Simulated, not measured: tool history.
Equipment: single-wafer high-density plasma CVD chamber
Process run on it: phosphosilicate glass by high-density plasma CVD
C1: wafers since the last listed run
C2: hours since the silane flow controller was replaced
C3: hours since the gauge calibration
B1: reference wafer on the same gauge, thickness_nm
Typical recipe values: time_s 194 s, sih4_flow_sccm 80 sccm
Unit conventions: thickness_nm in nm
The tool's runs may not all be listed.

Run 1, hour 0.0: usual settings but time_s 207 s, sih4_flow_sccm 87 sccm; C1 0; C2 563.4; C3 1301.0; B1 1350.209. Result: thickness_nm 1757.782 nm.
Run 2, hour 38.2: usual settings but time_s 207 s, sih4_flow_sccm 87 sccm; C1 329; C2 601.6; C3 1339.2; B1 1348.693. Result: thickness_nm 1772.130 nm.
Run 3, hour 78.1: usual settings but time_s 216 s; C1 344; C2 641.5; C3 1379.1; B1 1351.644. Result: thickness_nm 1726.843 nm.
Run 4, hour 115.7: usual settings but time_s 216 s; C1 324; C2 679.1; C3 1416.7; B1 1350.664. Result: thickness_nm 1727.291 nm.
Run 5, hour 150.6: usual settings but sih4_flow_sccm 88 sccm; C1 300; C2 714.0; C3 1451.6; B1 1350.547. Result: thickness_nm 1682.486 nm.
Run 6, hour 212.6: usual settings; C1 534; C2 776.0; C3 1513.6; B1 1351.337. Result: thickness_nm 1558.823 nm.
Run 7, hour 259.9: usual settings; C1 407; C2 823.3; C3 1560.9; B1 1349.918. Result: thickness_nm 1559.216 nm.
Run 8, hour 286.1: usual settings; C1 225; C2 849.5; C3 1587.1; B1 1351.002. Result: thickness_nm 1564.874 nm.
Run 9, hour 350.0: usual settings; C1 550; C2 913.4; C3 1651.0; B1 1349.933. Result: thickness_nm 1569.612 nm.
Run 10, hour 420.4: usual settings but time_s 205 s; C1 607; C2 983.8; C3 1721.4; B1 1350.280. Result: thickness_nm 1643.810 nm.
Run 11, hour 451.4: usual settings; C1 267; C2 1014.8; C3 1752.4; B1 1348.853. Result: thickness_nm 1562.588 nm.
Run 12, hour 505.5: usual settings; C1 466; C2 1068.9; C3 1806.5; B1 1351.236. Result: thickness_nm 1556.532 nm.
Run 13, hour 572.3: usual settings; C1 575; C2 1135.7; C3 1873.3; B1 1349.916. Result: thickness_nm 1560.336 nm.
Run 14, hour 619.9: usual settings; C1 410; C2 1183.3; C3 1920.9; B1 1349.387. Result: thickness_nm 1573.513 nm.
Run 15, hour 647.9: usual settings; C1 241; C2 1211.3; C3 1948.9; B1 1349.546. Result: thickness_nm 1573.330 nm.
Run 16, hour 715.4: usual settings but sih4_flow_sccm 73 sccm; C1 582; C2 1278.8; C3 2016.4; B1 1350.047. Result: thickness_nm 1451.417 nm.
Run 17, hour 768.6: usual settings but sih4_flow_sccm 73 sccm; C1 458; C2 1332.0; C3 2069.6; B1 1350.883. Result: thickness_nm 1461.179 nm.
Run 18, hour 808.5: usual settings but sih4_flow_sccm 73 sccm; C1 344; C2 1371.9; C3 2109.5; B1 1350.987. Result: thickness_nm 1460.975 nm.
Run 19, hour 846.5: usual settings; C1 327; C2 1409.9; C3 2147.5; B1 1351.398. Result: thickness_nm 1568.662 nm.
Run 20, hour 917.9: usual settings; C1 615; C2 1481.3; C3 2218.9; B1 1350.965. Result: thickness_nm 1578.686 nm.
Run 21, hour 943.2: usual settings but time_s 156 s; C1 218; C2 1506.6; C3 2244.2; B1 1350.659. Result: thickness_nm 1269.491 nm.
At hour 967.5: silane flow controller replaced.
At hour 973.7: gauge calibrated.
Run 22, hour 975.0: usual settings; C1 205; C2 7.5; C3 1.3; B1 1350.620. Result: thickness_nm 1531.885 nm.
Run 23, hour 1014.5: usual settings but sih4_flow_sccm 87 sccm; C1 340; C2 47.0; C3 40.8; B1 1349.815. Result: thickness_nm 1650.586 nm.
Run 24, hour 1080.3: usual settings; C1 567; C2 112.8; C3 106.6; B1 1351.988. Result: thickness_nm 1532.090 nm.
Run 25, hour 1152.1: usual settings but time_s 169 s, sih4_flow_sccm 88 sccm; C1 619; C2 184.6; C3 178.4; B1 1350.334. Result: thickness_nm 1439.713 nm.
Run 26, hour 1199.3: usual settings but time_s 227 s, sih4_flow_sccm 87 sccm; C1 406; C2 231.8; C3 225.6; B1 1349.698. Result: thickness_nm 1934.765 nm.
Run 27, hour 1250.2: usual settings but time_s 172 s; C1 438; C2 282.7; C3 276.5; B1 1349.850. Result: thickness_nm 1364.624 nm.
Run 28, hour 1276.4: usual settings but time_s 169 s, sih4_flow_sccm 75 sccm; C1 225; C2 308.9; C3 302.7; B1 1348.353. Result: thickness_nm 1278.855 nm.
Run 29, hour 1309.4: usual settings; C1 284; C2 341.9; C3 335.7; B1 1350.139. Result: thickness_nm 1544.141 nm.
Run 30, hour 1334.8: usual settings; C1 219; C2 367.3; C3 361.1; B1 1350.549. Result: thickness_nm 1537.891 nm.
Run 31, hour 1386.9: usual settings but time_s 209 s, sih4_flow_sccm 67 sccm; C1 449; C2 419.4; C3 413.2; B1 1349.025. Result: thickness_nm 1452.996 nm.
Run 32, hour 1420.9: usual settings but time_s 212 s, sih4_flow_sccm 75 sccm; C1 293; C2 453.4; C3 447.2; B1 1349.602. Result: thickness_nm 1606.454 nm.
Run 33, hour 1458.8: usual settings but time_s 213 s, sih4_flow_sccm 65 sccm; C1 326; C2 491.3; C3 485.1; B1 1351.238. Result: thickness_nm 1438.591 nm.
Run 34, hour 1487.9: usual settings but time_s 214 s, sih4_flow_sccm 76 sccm; C1 250; C2 520.4; C3 514.2; B1 1350.070. Result: thickness_nm 1635.892 nm.
Run 35, hour 1549.9: usual settings but time_s 176 s; C1 534; C2 582.4; C3 576.2; B1 1350.830. Result: thickness_nm 1413.819 nm.
Run 36, hour 1574.1: usual settings but time_s 170 s, sih4_flow_sccm 69 sccm; C1 208; C2 606.6; C3 600.4; B1 1351.878. Result: thickness_nm 1214.154 nm.
Run 37, hour 1632.4: usual settings but sih4_flow_sccm 96 sccm; C1 502; C2 664.9; C3 658.7; B1 1349.532. Result: thickness_nm 1809.156 nm.
Run 38, hour 1664.8: usual settings but time_s 210 s, sih4_flow_sccm 91 sccm; C1 279; C2 697.3; C3 691.1; B1 1350.407. Result: thickness_nm 1890.275 nm.
Run 39, hour 1715.1: usual settings but time_s 180 s, sih4_flow_sccm 66 sccm; C1 433; C2 747.6; C3 741.4; B1 1350.041. Result: thickness_nm 1235.226 nm.
Run 40, hour 1760.5: usual settings but time_s 172 s, sih4_flow_sccm 95 sccm; C1 391; C2 793.0; C3 786.8; B1 1349.446. Result: thickness_nm 1599.990 nm.

Describe how what the log doesn't record of the tool's condition differs between the last listed run preceding each entry between runs and the first listed run following it.
Between runs 21 and 22: silane flow controller replaced (hour 967.5); gauge calibrated (hour 973.7)
  delivered silane flow above the setpoint (%): 3.86 -> 0.156
  difference, measured minus the result without the unlogged condition, thickness_nm: +39.344 -> +1.980 nm
